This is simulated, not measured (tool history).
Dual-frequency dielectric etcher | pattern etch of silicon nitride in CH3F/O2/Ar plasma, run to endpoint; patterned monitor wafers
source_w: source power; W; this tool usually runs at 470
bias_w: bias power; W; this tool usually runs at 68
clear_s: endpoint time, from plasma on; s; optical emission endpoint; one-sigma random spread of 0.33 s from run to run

run   hour  source_w  bias_w  incoming incoming film thickness, nm  clear_s
  1    0.0       470      68                                 32.21     45.5
  2   17.2       470      68                                 32.18     45.3
  3   32.6       470      68                                 32.05     45.1
  4   44.3       470      68                                 31.99     44.5
      70.2  -- wet clean of the chamber
  5   70.7       470      68                                 32.15     45.7
  6   71.1       470      68                                 32.26     45.3
  7   71.4       470      68                                 32.37     45.3
  8   78.7       470      68                                 31.74     44.4
  9   88.2       470      68                                 32.12     45.2
     102.7  -- source power generator calibrated
 10  105.5       540      74                                 32.09     41.9
 11  122.0       520      75                                 32.75     41.9
     141.3  -- bias power generator calibrated
     155.9  -- upper electrode replaced
 12  171.6       390      68                                 32.21     48.4
 13  187.1       370      68                                 32.25     49.2
 14  204.5       430      60                                 32.09     49.5
 15  210.6       420      73                                 32.22     45.7
 16  223.8       360      84                                 32.27     44.8
 17  231.1       590      68                                 32.12     41.9

Predict each of these 3 candidate next runs independently; none follows another, all start after run 17:
  A  231.5       470      68                                 32.30        ?
  B  231.5       380      68                                 32.30        ?
  C  231.5       430      77                                 32.30        ?

run  clear_s
  A     45.9
  B     49.3
  C     44.7
Without the tool's hidden state the same runs would have given:
run  clear_s
  A     45.9
  B     49.3
  C     44.7
